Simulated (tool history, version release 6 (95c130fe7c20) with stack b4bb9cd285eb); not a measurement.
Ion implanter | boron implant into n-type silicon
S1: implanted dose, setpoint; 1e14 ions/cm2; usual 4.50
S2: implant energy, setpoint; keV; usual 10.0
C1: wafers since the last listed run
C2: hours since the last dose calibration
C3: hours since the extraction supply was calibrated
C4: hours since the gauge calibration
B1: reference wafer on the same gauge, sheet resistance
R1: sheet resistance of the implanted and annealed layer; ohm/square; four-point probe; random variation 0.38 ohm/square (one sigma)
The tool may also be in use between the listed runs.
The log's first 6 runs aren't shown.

run 7 hour=277.2 | S1=4.50 S2=9.0 | C1=523 C2=1090.1 C3=4300.5 C4=673.1 | B1=252.93 | R1=259.60
run 8 hour=304.9 | S1=4.50 S2=9.0 | C1=453 C2=1117.8 C3=4328.2 C4=700.8 | B1=252.96 | R1=259.11
run 9 hour=366.7 | S1=4.07 S2=9.0 | C1=1011 C2=1179.6 C3=4390.0 C4=762.6 | B1=253.01 | R1=282.33
run 10 hour=401.8 | S1=5.13 S2=10.0 | C1=574 C2=1214.7 C3=4425.1 C4=797.7 | B1=252.96 | R1=230.46
run 11 hour=434.5 | S1=4.50 S2=10.0 | C1=534 C2=1247.4 C3=4457.8 C4=830.4 | B1=252.98 | R1=257.24
-- hour=531.8 gauge calibrated
run 12 hour=569.9 | S1=4.50 S2=10.0 | C1=2215 C2=1382.8 C3=4593.2 C4=38.1 | B1=252.90 | R1=256.65
run 13 hour=605.8 | S1=4.50 S2=10.0 | C1=587 C2=1418.7 C3=4629.1 C4=74.0 | B1=252.97 | R1=256.55
run 14 hour=676.0 | S1=4.50 S2=10.0 | C1=1148 C2=1488.9 C3=4699.3 C4=144.2 | B1=252.97 | R1=257.39
run 15 hour=744.1 | S1=4.50 S2=10.0 | C1=1114 C2=1557.0 C3=4767.4 C4=212.3 | B1=253.02 | R1=256.60
run 16 hour=796.1 | S1=4.50 S2=10.0 | C1=850 C2=1609.0 C3=4819.4 C4=264.3 | B1=252.99 | R1=257.19
run 17 hour=827.3 | S1=4.50 S2=9.0 | C1=510 C2=1640.2 C3=4850.6 C4=295.5 | B1=252.95 | R1=260.38
run 18 hour=904.7 | S1=4.90 S2=11.5 | C1=1266 C2=1717.6 C3=4928.0 C4=372.9 | B1=252.91 | R1=237.20
run 19 hour=964.2 | S1=5.06 S2=11.5 | C1=973 C2=1777.1 C3=4987.5 C4=432.4 | B1=252.95 | R1=231.21
run 20 hour=995.5 | S1=3.21 S2=7.5 | C1=512 C2=1808.4 C3=5018.8 C4=463.7 | B1=253.15 | R1=352.02
-- hour=1015.3 extraction supply calibrated
run 21 hour=1031.4 | S1=4.50 S2=8.0 | C1=456 C2=1844.3 C3=16.1 C4=499.6 | B1=252.98 | R1=262.51
run 22 hour=1066.0 | S1=5.58 S2=13.0 | C1=566 C2=1878.9 C3=50.7 C4=534.2 | B1=252.92 | R1=210.74
run 23 hour=1109.7 | S1=4.50 S2=13.0 | C1=714 C2=1922.6 C3=94.4 C4=577.9 | B1=253.04 | R1=251.83
run 24 hour=1177.7 | S1=4.50 S2=7.0 | C1=1112 C2=1990.6 C3=162.4 C4=645.9 | B1=252.97 | R1=266.52
-- hour=1220.7 Faraday cup replaced and dose calibrated
run 25 hour=1243.0 | S1=4.50 S2=10.0 | C1=937 C2=22.3 C3=227.7 C4=711.2 | B1=253.07 | R1=255.02
run 26 hour=1313.5 | S1=4.50 S2=8.5 | C1=1153 C2=92.8 C3=298.2 C4=781.7 | B1=252.89 | R1=258.85
run 27 hour=1361.6 | S1=4.50 S2=10.0 | C1=786 C2=140.9 C3=346.3 C4=829.8 | B1=252.99 | R1=255.33
-- hour=1374.9 gauge calibrated
run 28 hour=1404.0 | S1=5.33 S2=11.0 | C1=693 C2=183.3 C3=388.7 C4=29.1 | B1=253.09 | R1=220.51
run 29 hour=1439.5 | S1=5.60 S2=11.5 | C1=580 C2=218.8 C3=424.2 C4=64.6 | B1=252.99 | R1=211.01

The next listed run, before its measurement:
run 30 hour=1496.2 | S1=5.31 S2=10.0 | C1=927 C2=275.5 C3=480.9 C4=121.3 | B1=? | R1=?

{"run 30": {"B1": 252.96, "R1": 223.27}}
Without the tool's hidden state the same run would have given R1 222.70 ohm/square.

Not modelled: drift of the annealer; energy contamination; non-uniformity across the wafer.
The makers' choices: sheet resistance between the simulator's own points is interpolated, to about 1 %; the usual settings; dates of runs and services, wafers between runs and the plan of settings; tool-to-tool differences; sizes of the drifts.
